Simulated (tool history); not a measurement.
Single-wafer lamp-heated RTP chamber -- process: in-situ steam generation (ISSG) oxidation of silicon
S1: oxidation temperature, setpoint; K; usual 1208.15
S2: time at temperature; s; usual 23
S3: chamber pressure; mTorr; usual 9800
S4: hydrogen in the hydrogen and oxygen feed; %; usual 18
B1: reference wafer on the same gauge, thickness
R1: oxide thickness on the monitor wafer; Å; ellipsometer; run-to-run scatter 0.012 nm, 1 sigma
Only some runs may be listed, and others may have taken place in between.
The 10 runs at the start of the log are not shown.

Run 11, hour 645.9: usual settings but S1 1190.15 K, S3 10200 mTorr; B1 4.042. Result: R1 42.39 Å.
Run 12, hour 745.5: usual settings but S1 1197.15 K, S2 19 s, S3 8400 mTorr, S4 28 %; B1 4.04. Result: R1 45.29 Å.
Run 13, hour 845.4: usual settings; B1 4.04. Result: R1 44.96 Å.
Run 14, hour 918.1: usual settings; B1 4.04. Result: R1 44.89 Å.
At hour 991.4: gauge calibrated.
Run 15, hour 992.7: usual settings; B1 4.043. Result: R1 45.05 Å.
Run 16, hour 1032.1: usual settings but S1 1225.15 K; B1 4.04. Result: R1 47.43 Å.
Run 17, hour 1095.2: usual settings but S2 26 s, S3 10200 mTorr, S4 13 %; B1 4.039. Result: R1 44.25 Å.
Run 18, hour 1189.3: usual settings but S2 17 s, S3 10200 mTorr; B1 4.04. Result: R1 39.72 Å.
Run 19, hour 1262.1: usual settings but S1 1224.15 K, S2 31 s, S4 25 %; B1 4.043. Result: R1 58.2 Å.
At hour 1281.1: pyrometer window cleaned and pyrometer calibrated.
Run 20, hour 1324.2: usual settings but S1 1226.15 K, S2 17 s, S3 10200 mTorr, S4 14 %; B1 4.042. Result: R1 39.14 Å.
Run 21, hour 1414.6: usual settings but S3 10200 mTorr, S4 11 %; B1 4.039. Result: R1 40.39 Å.
Run 22, hour 1467.7: usual settings but S1 1191.15 K, S3 10200 mTorr; B1 4.039. Result: R1 42.24 Å.
Run 23, hour 1574: usual settings but S1 1219.15 K; B1 4.042. Result: R1 46.45 Å.
Run 24, hour 1611.7: usual settings but S1 1226.15 K, S2 16 s, S3 8800 mTorr; B1 4.039. Result: R1 41.26 Å.
Run 25, hour 1693.3: usual settings but S2 17 s; B1 4.043. Result: R1 39.8 Å.
Run 26, hour 1748.1: usual settings but S2 29 s, S3 9100 mTorr, S4 21 %; B1 4.04. Result: R1 51.47 Å.
Run 27, hour 1795: usual settings but S1 1202.15 K, S3 10200 mTorr; B1 4.04. Result: R1 43.8 Å.
Run 28, hour 1889.2: usual settings; B1 4.04. Result: R1 45.33 Å.
At hour 1931.5: pyrometer window cleaned and pyrometer calibrated.
Run 29, hour 2090.8: usual settings but S1 1225.15 K; B1 4.039. Result: R1 47.06 Å.
Run 30, hour 2186.8: usual settings but S1 1218.15 K, S2 19 s, S3 8400 mTorr, S4 22 %; B1 4.04. Result: R1 45.37 Å.

What if the next run were any one of these 5? Each begins from the tool's condition after run 30:
Run A, hour 2187.2: usual settings; B1 ?. Result: R1 ?.
Run B, hour 2187.2: usual settings but S4 21 %; B1 ?. Result: R1 ?.
Run C, hour 2187.2: usual settings but S3 8800 mTorr, S4 11 %; B1 ?. Result: R1 ?.
Run D, hour 2187.2: usual settings but S2 31 s, S3 8700 mTorr, S4 11 %; B1 ?. Result: R1 ?.
Run E, hour 2187.2: usual settings but S2 26 s, S4 14 %; B1 ?. Result: R1 ?.

run    B1     R1
  A  4.04  45.05
  B  4.04  46.49
  C  4.04  41.27
  D  4.04  47.12
  E  4.04  45.16
The same runs, with their run-to-run variation unchanged, on a tool lacking any hidden condition would have given:
run     R1
  A   44.8
  B  46.23
  C  41.05
  D  46.84
  E  44.91

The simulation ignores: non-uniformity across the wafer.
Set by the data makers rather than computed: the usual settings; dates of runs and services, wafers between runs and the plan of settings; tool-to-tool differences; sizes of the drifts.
